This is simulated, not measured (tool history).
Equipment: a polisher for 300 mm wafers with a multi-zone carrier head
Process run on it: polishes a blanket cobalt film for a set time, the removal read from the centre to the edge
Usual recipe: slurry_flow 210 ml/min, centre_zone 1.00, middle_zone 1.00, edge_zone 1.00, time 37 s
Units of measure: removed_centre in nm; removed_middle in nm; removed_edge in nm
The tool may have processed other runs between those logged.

| run | hour | slurry_flow | centre_zone | middle_zone | edge_zone | time | incoming thickness of the incoming film, nm | removed_centre | removed_middle | removed_edge |
|---|---|---|---|---|---|---|---|---|---|---|
| 1 | 0.0 | 210 | 1.00 | 1.00 | 1.00 | 37 | 1248.4 | 185.0 | 183.3 | 181.6 |
| 2 | 10.1 | 210 | 1.00 | 1.00 | 1.00 | 37 | 1248.1 | 185.0 | 181.2 | 181.4 |
| 3 | 16.8 | 210 | 1.09 | 1.00 | 1.00 | 45 | 1247.3 | 242.7 | 216.8 | 217.5 |
| 4 | 33.4 | 210 | 1.00 | 1.00 | 1.00 | 37 | 1260.0 | 180.3 | 175.4 | 173.8 |
| 5 | 39.6 | 210 | 1.00 | 1.00 | 1.00 | 37 | 1226.6 | 177.8 | 174.5 | 175.4 |
| 6 | 50.4 | 210 | 1.00 | 1.00 | 1.00 | 37 | 1247.3 | 178.3 | 173.1 | 171.1 |
| 7 | 60.7 | 210 | 1.00 | 1.00 | 1.00 | 37 | 1231.2 | 174.5 | 173.3 | 167.6 |
|  | 62.4 | slurry nozzle cleaned |
|  | 68.1 | edge zone pressure recalibrated |
|  | 80.6 | centre zone pressure recalibrated |
|  | 81.2 | worn pad replaced by a new one |
| 8 | 81.7 | 230 | 1.11 | 1.00 | 1.12 | 27 | 1267.4 | 154.6 | 135.7 | 138.7 |
| 9 | 92.2 | 210 | 1.00 | 1.00 | 1.00 | 37 | 1259.3 | 185.7 | 184.7 | 182.3 |
|  | 112.6 | carrier head's membrane replaced by a new one |
| 10 | 113.1 | 230 | 1.00 | 1.11 | 1.08 | 26 | 1271.3 | 133.1 | 141.7 | 132.9 |
| 11 | 114.6 | 210 | 1.00 | 1.10 | 1.04 | 37 | 1233.0 | 188.9 | 196.3 | 182.1 |
| 12 | 129.9 | 210 | 1.00 | 1.00 | 1.00 | 37 | 1238.6 | 184.0 | 181.9 | 176.6 |
| 13 | 143.0 | 210 | 1.00 | 1.00 | 1.00 | 30 | 1256.5 | 147.6 | 145.0 | 144.5 |
| 14 | 151.0 | 210 | 1.00 | 1.00 | 1.00 | 37 | 1249.0 | 177.9 | 177.4 | 176.0 |
| 15 | 157.0 | 170 | 1.00 | 1.00 | 1.00 | 40 | 1238.2 | 187.7 | 187.8 | 187.7 |

Forecast each of these 5 alternatives for the next run:
| A | 157.4 | 210 | 1.00 | 1.00 | 1.05 | 37 | 1233.8 | ? | ? | ? |
| B | 157.4 | 255 | 1.00 | 1.00 | 1.00 | 37 | 1233.8 | ? | ? | ? |
| C | 157.4 | 210 | 1.00 | 0.91 | 1.00 | 37 | 1233.8 | ? | ? | ? |
| D | 157.4 | 210 | 1.00 | 1.00 | 1.00 | 32 | 1233.8 | ? | ? | ? |
| E | 157.4 | 210 | 0.90 | 1.11 | 1.00 | 37 | 1233.8 | ? | ? | ? |

| run | removed_centre | removed_middle | removed_edge |
|---|---|---|---|
| A | 181.4 | 178.9 | 179.9 |
| B | 186.2 | 183.2 | 179.7 |
| C | 181.3 | 165.3 | 176.8 |
| D | 156.9 | 154.8 | 152.7 |
| E | 163.3 | 195.7 | 176.3 |
Had the tool no hidden state, the same runs would have come out as:
| run | removed_centre | removed_middle | removed_edge |
|---|---|---|---|
| A | 192.0 | 189.4 | 190.5 |
| B | 197.1 | 193.9 | 190.2 |
| C | 191.9 | 175.0 | 187.1 |
| D | 166.1 | 163.8 | 161.6 |
| E | 172.8 | 207.1 | 186.6 |
